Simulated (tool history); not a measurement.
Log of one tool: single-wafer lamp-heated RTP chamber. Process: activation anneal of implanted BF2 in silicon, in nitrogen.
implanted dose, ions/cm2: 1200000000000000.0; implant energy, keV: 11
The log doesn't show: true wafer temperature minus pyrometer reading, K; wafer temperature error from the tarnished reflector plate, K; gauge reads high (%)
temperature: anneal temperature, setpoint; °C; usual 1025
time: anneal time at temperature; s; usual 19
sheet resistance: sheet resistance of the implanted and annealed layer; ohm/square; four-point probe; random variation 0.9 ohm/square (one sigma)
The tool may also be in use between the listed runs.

run	day	temperature	time	wafers since the last listed run	wafers since the last pyrometer calibration	wafers since the reflector plate was cleaned	hours since the gauge calibration	read-back reference wafer on the same gauge, sheet resistance	sheet resistance
1	0	1025	19	0	3133	8181	2634	176.95	165.3
2	2.633	1025	19	910	4043	9091	2697.2	176.74	165.59
# day 8.733: reflector plate cleaned
3	11.054	1025	19	2795	6839	802	2899.3	177.32	168.78
4	12.688	1025	19	564	7403	1367	2938.5	177.18	168.71
5	15.475	1025	19	963	8367	2330	3005.4	177.04	169.06
# day 18.296: pyrometer window cleaned and pyrometer calibrated
6	18.317	1025	22	866	7	3197	3073.6	177.21	161.16
7	19.812	1033	19	517	524	3714	3109.5	176.88	157.49
8	22.654	1033	19	982	1506	4696	3177.7	176.6	158.87
9	24.362	1025	19	590	2096	5287	3218.7	176.69	167.52
10	26.846	1025	19	858	2955	6145	3278.3	177.02	166.08
11	28.05	1017	23	416	3371	6561	3307.2	177.34	168.43
12	30.367	1025	19	800	4172	7362	3362.8	176.97	166.57
13	33.1	1015	29	944	5116	8307	3428.4	177.12	159.31
14	35.058	1043	16	676	5793	8984	3475.4	177.11	150.62
15	37.788	1015	19	943	6737	9927	3540.9	176.98	176.34
# day 39.417: reflector plate cleaned
16	40.421	1025	19	794	7532	347	3604.1	177.07	170.43
# day 41.346: gauge calibrated
# day 41.392: pyrometer window cleaned and pyrometer calibrated
17	43.325	1011	8	888	667	1236	47.5	176.79	237.11
18	46.096	1015	12	957	1625	2194	114	176.75	208.9
19	47.212	1038	28	385	2011	2579	140.8	177.33	146.6
20	50.15	1025	19	1015	3026	3595	211.3	176.95	170.73
21	51.783	1025	19	564	3591	4159	250.5	177.37	169.27
22	53.65	1025	19	645	4236	4805	295.3	177.18	169.14
23	54.696	1025	19	361	4597	5166	320.4	177.07	167.71
24	56.517	1045	13	629	5227	5795	364.1	177.34	155.48
25	59.138	1025	19	905	6133	6701	427	176.67	166.58
26	60.512	1025	19	475	6608	7177	460	176.86	166.36
27	62.538	1025	19	699	7308	7876	508.6	176.81	167.8
# day 66.429: reflector plate cleaned
# day 67.925: pyrometer window cleaned and pyrometer calibrated
28	70.608	1017	28	2559	926	1329	702.3	177.06	163.28
29	72.246	1036	28	565	1492	1895	741.6	176.99	146.07
30	75	1011	15	951	2444	2847	807.7	177.14	203.67
31	77.983	1025	15	1031	3475	3878	879.3	177.05	178.2
32	81.142	1033	26	1091	4567	4970	955.1	176.72	150.1
33	82.512	1040	10	473	5041	5444	988	176.95	169.79
34	85.133	1017	12	905	5947	6350	1050.9	177.1	200.75
35	86.45	1025	12	455	6402	6805	1082.5	177.19	185.61

The tool's hidden state at each run:
true wafer temperature minus pyrometer reading, K: 0 in every run
gauge reads high (%): 0 in every run
H1: wafer temperature error from the tarnished reflector plate, K
run	H1
1	4.54
2	5.01
3	1.55
4	1.84
5	2.34
6	2.85
7	3.11
8	3.62
9	3.93
10	4.37
11	4.58
12	5
13	5.48
14	5.83
15	6.32
16	0.197
17	0.715
18	1.21
19	1.41
20	1.93
21	2.22
22	2.55
23	2.74
24	3.07
25	3.53
26	3.78
27	4.14
28	1.35
29	1.64
30	2.13
31	2.66
32	3.23
33	3.47
34	3.94
35	4.17
